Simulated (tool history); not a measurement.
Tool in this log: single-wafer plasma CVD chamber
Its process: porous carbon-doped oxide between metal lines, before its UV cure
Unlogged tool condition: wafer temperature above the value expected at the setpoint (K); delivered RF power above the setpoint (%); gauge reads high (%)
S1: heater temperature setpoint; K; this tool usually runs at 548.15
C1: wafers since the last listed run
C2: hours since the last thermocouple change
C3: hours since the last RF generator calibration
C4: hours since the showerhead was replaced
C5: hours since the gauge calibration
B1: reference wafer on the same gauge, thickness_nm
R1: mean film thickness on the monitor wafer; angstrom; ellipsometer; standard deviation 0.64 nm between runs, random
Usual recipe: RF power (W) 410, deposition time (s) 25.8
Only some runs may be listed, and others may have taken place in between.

{"run": 1, "hour": 0.0, "S1": 548.15, "RF power (W)": 465, "deposition time (s)": 25.8, "C1": 0, "C2": 1810, "C3": 1494.5, "C4": 4236.4, "C5": 561.5, "B1": 180.842, "R1": 1797.37}
{"run": 2, "hour": 13.7, "S1": 559.15, "RF power (W)": 410, "deposition time (s)": 22.3, "C1": 318, "C2": 1823.7, "C3": 1508.2, "C4": 4250.1, "C5": 575.2, "B1": 180.761, "R1": 1299.31}
{"hour": 30.1, "done": "gauge calibrated"}
{"run": 3, "hour": 48.1, "S1": 548.15, "RF power (W)": 410, "deposition time (s)": 25.8, "C1": 798, "C2": 1858.1, "C3": 1542.6, "C4": 4284.5, "C5": 18, "B1": 180.972, "R1": 1593.29}
{"run": 4, "hour": 68.1, "S1": 548.15, "RF power (W)": 410, "deposition time (s)": 25.8, "C1": 464, "C2": 1878.1, "C3": 1562.6, "C4": 4304.5, "C5": 38, "B1": 180.972, "R1": 1587.62}
{"run": 5, "hour": 88.0, "S1": 548.15, "RF power (W)": 410, "deposition time (s)": 25.8, "C1": 462, "C2": 1898, "C3": 1582.5, "C4": 4324.4, "C5": 57.9, "B1": 181.026, "R1": 1605.48}
{"run": 6, "hour": 107.5, "S1": 536.15, "RF power (W)": 410, "deposition time (s)": 25.8, "C1": 452, "C2": 1917.5, "C3": 1602, "C4": 4343.9, "C5": 77.4, "B1": 180.899, "R1": 1744.91}
{"run": 7, "hour": 135.7, "S1": 536.15, "RF power (W)": 410, "deposition time (s)": 25.8, "C1": 654, "C2": 1945.7, "C3": 1630.2, "C4": 4372.1, "C5": 105.6, "B1": 181.329, "R1": 1748.66}
{"run": 8, "hour": 170.5, "S1": 548.15, "RF power (W)": 460, "deposition time (s)": 25.8, "C1": 808, "C2": 1980.5, "C3": 1665, "C4": 4406.9, "C5": 140.4, "B1": 180.967, "R1": 1772.36}
{"run": 9, "hour": 196.7, "S1": 548.15, "RF power (W)": 410, "deposition time (s)": 25.8, "C1": 608, "C2": 2006.7, "C3": 1691.2, "C4": 4433.1, "C5": 166.6, "B1": 180.864, "R1": 1606.11}
{"run": 10, "hour": 218.2, "S1": 548.15, "RF power (W)": 410, "deposition time (s)": 25.8, "C1": 499, "C2": 2028.2, "C3": 1712.7, "C4": 4454.6, "C5": 188.1, "B1": 181.159, "R1": 1614.56}
{"run": 11, "hour": 230.8, "S1": 548.15, "RF power (W)": 410, "deposition time (s)": 25.8, "C1": 292, "C2": 2040.8, "C3": 1725.3, "C4": 4467.2, "C5": 200.7, "B1": 181.43, "R1": 1601.43}
{"run": 12, "hour": 243.8, "S1": 548.15, "RF power (W)": 410, "deposition time (s)": 25.8, "C1": 301, "C2": 2053.8, "C3": 1738.3, "C4": 4480.2, "C5": 213.7, "B1": 181.275, "R1": 1609.52}
{"hour": 253.1, "done": "thermocouple changed; heater temperature recalibrated"}
{"run": 13, "hour": 278.9, "S1": 548.15, "RF power (W)": 445, "deposition time (s)": 25.8, "C1": 629, "C2": 25.8, "C3": 1773.4, "C4": 4515.3, "C5": 248.8, "B1": 181.025, "R1": 1677.44}
{"run": 14, "hour": 308.9, "S1": 539.15, "RF power (W)": 380, "deposition time (s)": 25.8, "C1": 696, "C2": 55.8, "C3": 1803.4, "C4": 4545.3, "C5": 278.8, "B1": 181.086, "R1": 1521.6}
{"run": 15, "hour": 322.6, "S1": 539.15, "RF power (W)": 380, "deposition time (s)": 25.8, "C1": 318, "C2": 69.5, "C3": 1817.1, "C4": 4559, "C5": 292.5, "B1": 181.062, "R1": 1522.52}
{"run": 16, "hour": 334.8, "S1": 553.15, "RF power (W)": 440, "deposition time (s)": 30.3, "C1": 283, "C2": 81.7, "C3": 1829.3, "C4": 4571.2, "C5": 304.7, "B1": 181.151, "R1": 1866.05}
{"run": 17, "hour": 359.6, "S1": 548.15, "RF power (W)": 440, "deposition time (s)": 22.9, "C1": 575, "C2": 106.5, "C3": 1854.1, "C4": 4596, "C5": 329.5, "B1": 181.008, "R1": 1472.62}
{"hour": 371.7, "done": "showerhead replaced, of another model than before"}
{"run": 18, "hour": 373.4, "S1": 548.15, "RF power (W)": 410, "deposition time (s)": 25.8, "C1": 134, "C2": 120.3, "C3": 1867.9, "C4": 1.7, "C5": 343.3, "B1": 181.013, "R1": 1549.01}
{"run": 19, "hour": 433.2, "S1": 557.15, "RF power (W)": 335, "deposition time (s)": 24.3, "C1": 1388, "C2": 180.1, "C3": 1927.7, "C4": 61.5, "C5": 403.1, "B1": 180.704, "R1": 1217.09}
{"run": 20, "hour": 482.8, "S1": 548.15, "RF power (W)": 355, "deposition time (s)": 27.4, "C1": 1151, "C2": 229.7, "C3": 1977.3, "C4": 111.1, "C5": 452.7, "B1": 181.139, "R1": 1511.4}
{"run": 21, "hour": 498.6, "S1": 548.15, "RF power (W)": 410, "deposition time (s)": 25.8, "C1": 366, "C2": 245.5, "C3": 1993.1, "C4": 126.9, "C5": 468.5, "B1": 181.015, "R1": 1552.56}
{"run": 22, "hour": 532.4, "S1": 548.15, "RF power (W)": 410, "deposition time (s)": 25.8, "C1": 784, "C2": 279.3, "C3": 2026.9, "C4": 160.7, "C5": 502.3, "B1": 181.285, "R1": 1545.44}
{"run": 23, "hour": 550.2, "S1": 548.15, "RF power (W)": 410, "deposition time (s)": 25.8, "C1": 413, "C2": 297.1, "C3": 2044.7, "C4": 178.5, "C5": 520.1, "B1": 181.08, "R1": 1543.17}
{"hour": 573.1, "done": "gauge calibrated"}
{"hour": 580.1, "done": "RF generator calibrated"}
{"run": 24, "hour": 581.5, "S1": 548.15, "RF power (W)": 410, "deposition time (s)": 23.9, "C1": 541, "C2": 328.4, "C3": 1.4, "C4": 209.8, "C5": 8.4, "B1": 180.93, "R1": 1437.34}
{"run": 25, "hour": 608.9, "S1": 542.15, "RF power (W)": 375, "deposition time (s)": 25.8, "C1": 636, "C2": 355.8, "C3": 28.8, "C4": 237.2, "C5": 35.8, "B1": 181.017, "R1": 1538.01}
{"run": 26, "hour": 644.1, "S1": 539.15, "RF power (W)": 385, "deposition time (s)": 28.1, "C1": 817, "C2": 391, "C3": 64, "C4": 272.4, "C5": 71, "B1": 181.077, "R1": 1733.63}
{"run": 27, "hour": 679.0, "S1": 543.15, "RF power (W)": 410, "deposition time (s)": 25.8, "C1": 810, "C2": 425.9, "C3": 98.9, "C4": 307.3, "C5": 105.9, "B1": 181.226, "R1": 1619.92}
{"run": 28, "hour": 754.9, "S1": 548.15, "RF power (W)": 410, "deposition time (s)": 25.8, "C1": 1762, "C2": 501.8, "C3": 174.8, "C4": 383.2, "C5": 181.8, "B1": 181.014, "R1": 1561.15}
{"run": 29, "hour": 777.7, "S1": 539.15, "RF power (W)": 410, "deposition time (s)": 25.8, "C1": 529, "C2": 524.6, "C3": 197.6, "C4": 406, "C5": 204.6, "B1": 180.916, "R1": 1664.52}
{"run": 30, "hour": 811.9, "S1": 548.15, "RF power (W)": 435, "deposition time (s)": 30.6, "C1": 794, "C2": 558.8, "C3": 231.8, "C4": 440.2, "C5": 238.8, "B1": 180.876, "R1": 1903.29}
{"run": 31, "hour": 827.4, "S1": 544.15, "RF power (W)": 410, "deposition time (s)": 25.8, "C1": 359, "C2": 574.3, "C3": 247.3, "C4": 455.7, "C5": 254.3, "B1": 181.302, "R1": 1604.58}

What would each run have given without the hidden state, its run-to-run variation left as it was?
run=1 R1=1728.73
run=2 R1=1251.68
run=3 R1=1531.05
run=4 R1=1525.02
run=5 R1=1541.59
run=6 R1=1671.6
run=7 R1=1674.25
run=8 R1=1699.17
run=9 R1=1539.02
run=10 R1=1546.48
run=11 R1=1533.54
run=12 R1=1540.91
run=13 R1=1675.55
run=14 R1=1518.95
run=15 R1=1519.48
run=16 R1=1862.1
run=17 R1=1468.76
run=18 R1=1544.56
run=19 R1=1212.44
run=20 R1=1504
run=21 R1=1544.51
run=22 R1=1536.46
run=23 R1=1533.7
run=24 R1=1427.69
run=25 R1=1526.64
run=26 R1=1719.5
run=27 R1=1605.85
run=28 R1=1545.67
run=29 R1=1646.71
run=30 R1=1882.43
run=31 R1=1586.25

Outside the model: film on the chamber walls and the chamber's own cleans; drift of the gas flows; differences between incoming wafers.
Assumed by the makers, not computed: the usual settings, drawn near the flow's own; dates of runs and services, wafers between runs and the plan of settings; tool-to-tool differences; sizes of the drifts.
